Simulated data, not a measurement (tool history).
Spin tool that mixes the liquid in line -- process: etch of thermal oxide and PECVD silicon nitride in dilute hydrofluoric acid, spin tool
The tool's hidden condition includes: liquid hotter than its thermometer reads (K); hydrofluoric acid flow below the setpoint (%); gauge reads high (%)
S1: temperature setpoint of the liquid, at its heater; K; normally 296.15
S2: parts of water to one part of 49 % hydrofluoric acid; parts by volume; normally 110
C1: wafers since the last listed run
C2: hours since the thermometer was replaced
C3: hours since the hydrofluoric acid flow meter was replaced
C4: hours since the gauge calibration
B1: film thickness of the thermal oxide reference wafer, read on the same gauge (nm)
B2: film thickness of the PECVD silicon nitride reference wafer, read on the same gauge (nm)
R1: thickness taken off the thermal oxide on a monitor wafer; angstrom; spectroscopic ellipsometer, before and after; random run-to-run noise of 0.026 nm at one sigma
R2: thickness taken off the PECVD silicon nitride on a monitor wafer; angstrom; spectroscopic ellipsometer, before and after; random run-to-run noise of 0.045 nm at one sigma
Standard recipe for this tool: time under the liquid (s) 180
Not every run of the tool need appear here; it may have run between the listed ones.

Run 1, hour 0: usual settings but S2 130 parts by volume, time under the liquid (s) 245; C1 0; C2 565.3; C3 765; C4 572.2; B1 150; B2 119.95. Result: R1 86.6 angstrom, R2 79.5 angstrom.
Run 2, hour 43.9: usual settings but S2 130 parts by volume, time under the liquid (s) 245; C1 338; C2 609.2; C3 808.9; C4 616.1; B1 150; B2 120. Result: R1 86 angstrom, R2 79.9 angstrom.
Run 3, hour 137: usual settings but S2 165 parts by volume, time under the liquid (s) 80; C1 718; C2 702.3; C3 902; C4 709.2; B1 150.01; B2 120. Result: R1 21.3 angstrom, R2 20.4 angstrom.
Run 4, hour 182.5: usual settings but S2 145 parts by volume, time under the liquid (s) 115; C1 351; C2 747.8; C3 947.5; C4 754.7; B1 149.97; B2 120.05. Result: R1 35.4 angstrom, R2 33.2 angstrom.
Run 5, hour 260.1: usual settings; C1 598; C2 825.4; C3 1025.1; C4 832.3; B1 150.01; B2 120. Result: R1 76.1 angstrom, R2 68.6 angstrom.
Run 6, hour 335: usual settings but S1 294.65 K; C1 578; C2 900.3; C3 1100; C4 907.2; B1 150.01; B2 120.02. Result: R1 71.5 angstrom, R2 61.9 angstrom.
Run 7, hour 385.9: usual settings but S1 298.65 K; C1 392; C2 951.2; C3 1150.9; C4 958.1; B1 149.98; B2 120.01. Result: R1 83.5 angstrom, R2 79.4 angstrom.
At hour 417.5: hydrofluoric acid flow meter replaced.
Run 8, hour 431.2: usual settings but S1 298.15 K, S2 75 parts by volume, time under the liquid (s) 110; C1 341; C2 996.5; C3 13.7; C4 1003.4; B1 150.03; B2 119.99. Result: R1 79.5 angstrom, R2 71.4 angstrom.
Run 9, hour 489.6: usual settings but S1 300.65 K, S2 60 parts by volume, time under the liquid (s) 85; C1 450; C2 1054.9; C3 72.1; C4 1061.8; B1 150; B2 119.98. Result: R1 85.8 angstrom, R2 80.2 angstrom.
Run 10, hour 533.7: usual settings but S1 298.15 K, S2 95 parts by volume, time under the liquid (s) 75; C1 340; C2 1099; C3 116.2; C4 1105.9; B1 150; B2 120.07. Result: R1 41.5 angstrom, R2 38.1 angstrom.
Run 11, hour 835.9: usual settings but S1 298.65 K, S2 130 parts by volume, time under the liquid (s) 145; C1 2332; C2 1401.2; C3 418.4; C4 1408.1; B1 150.02; B2 119.98. Result: R1 56.6 angstrom, R2 55.6 angstrom.
Run 12, hour 988: usual settings but S2 85 parts by volume, time under the liquid (s) 140; C1 1174; C2 1553.3; C3 570.5; C4 1560.2; B1 150; B2 119.95. Result: R1 79.6 angstrom, R2 69.3 angstrom.
Run 13, hour 1046.5: usual settings; C1 451; C2 1611.8; C3 629; C4 1618.7; B1 149.97; B2 120. Result: R1 77.5 angstrom, R2 68.5 angstrom.
Run 14, hour 1149.4: usual settings; C1 794; C2 1714.7; C3 731.9; C4 1721.6; B1 150.03; B2 120.03. Result: R1 76.8 angstrom, R2 68.9 angstrom.
Run 15, hour 1204.5: usual settings but S1 294.15 K, S2 85 parts by volume, time under the liquid (s) 220; C1 425; C2 1769.8; C3 787; C4 1776.7; B1 149.95; B2 119.98. Result: R1 115.1 angstrom, R2 95.3 angstrom.
Run 16, hour 1289.6: usual settings but S1 301.15 K, S2 130 parts by volume; C1 656; C2 1854.9; C3 872.1; C4 1861.8; B1 150; B2 119.98. Result: R1 76.1 angstrom, R2 79.9 angstrom.
Run 17, hour 1342.9: usual settings but S2 55 parts by volume, time under the liquid (s) 240; C1 411; C2 1908.2; C3 925.4; C4 1915.1; B1 150; B2 119.99. Result: R1 218.7 angstrom, R2 179 angstrom.
Run 18, hour 1413.5: usual settings but S2 165 parts by volume; C1 544; C2 1978.8; C3 996; C4 1985.7; B1 150.01; B2 119.98. Result: R1 47.8 angstrom, R2 45.8 angstrom.
Run 19, hour 1449.7: usual settings but S2 85 parts by volume; C1 279; C2 2015; C3 1032.2; C4 2021.9; B1 150; B2 120.06. Result: R1 101.8 angstrom, R2 88.4 angstrom.
At hour 1500.9: hydrofluoric acid flow meter replaced.
Run 20, hour 1525.4: usual settings but S1 300.65 K; C1 576; C2 2090.7; C3 24.5; C4 2097.6; B1 149.95; B2 120.04. Result: R1 92.9 angstrom, R2 93.6 angstrom.
Run 21, hour 1569: usual settings but time under the liquid (s) 100; C1 336; C2 2134.3; C3 68.1; C4 2141.2; B1 150.01; B2 120. Result: R1 43.3 angstrom, R2 39 angstrom.
Run 22, hour 1625.5: usual settings but time under the liquid (s) 125; C1 436; C2 2190.8; C3 124.6; C4 2197.7; B1 149.99; B2 120.01. Result: R1 54 angstrom, R2 47.9 angstrom.
Run 23, hour 1698.7: usual settings but time under the liquid (s) 95; C1 565; C2 2264; C3 197.8; C4 2270.9; B1 150; B2 119.95. Result: R1 41.1 angstrom, R2 36.4 angstrom.
Run 24, hour 1764.3: usual settings but S2 155 parts by volume, time under the liquid (s) 235; C1 506; C2 2329.6; C3 263.4; C4 2336.5; B1 150.03; B2 119.97. Result: R1 68.9 angstrom, R2 65.1 angstrom.
Run 25, hour 1843.1: usual settings; C1 608; C2 2408.4; C3 342.2; C4 2415.3; B1 149.98; B2 120.02. Result: R1 77.3 angstrom, R2 69.4 angstrom.
Run 26, hour 1924: usual settings; C1 624; C2 2489.3; C3 423.1; C4 2496.2; B1 149.99; B2 120.02. Result: R1 77.3 angstrom, R2 68 angstrom.

For each run, what was the tool's unlogged condition?
liquid hotter than its thermometer reads (K): 0, the same for each run
gauge reads high (%): 0, the same for each run
H1: hydrofluoric acid flow below the setpoint (%)
run      H1
  1    1.76
  2    1.86
  3    2.07
  4    2.17
  5    2.35
  6    2.52
  7    2.63
  8  0.0593
  9   0.191
 10   0.291
 11   0.975
 12    1.32
 13    1.45
 14    1.69
 15    1.81
 16       2
 17    2.12
 18    2.28
 19    2.37
 20   0.141
 21    0.24
 22   0.368
 23   0.533
 24   0.682
 25    0.86
 26    1.04

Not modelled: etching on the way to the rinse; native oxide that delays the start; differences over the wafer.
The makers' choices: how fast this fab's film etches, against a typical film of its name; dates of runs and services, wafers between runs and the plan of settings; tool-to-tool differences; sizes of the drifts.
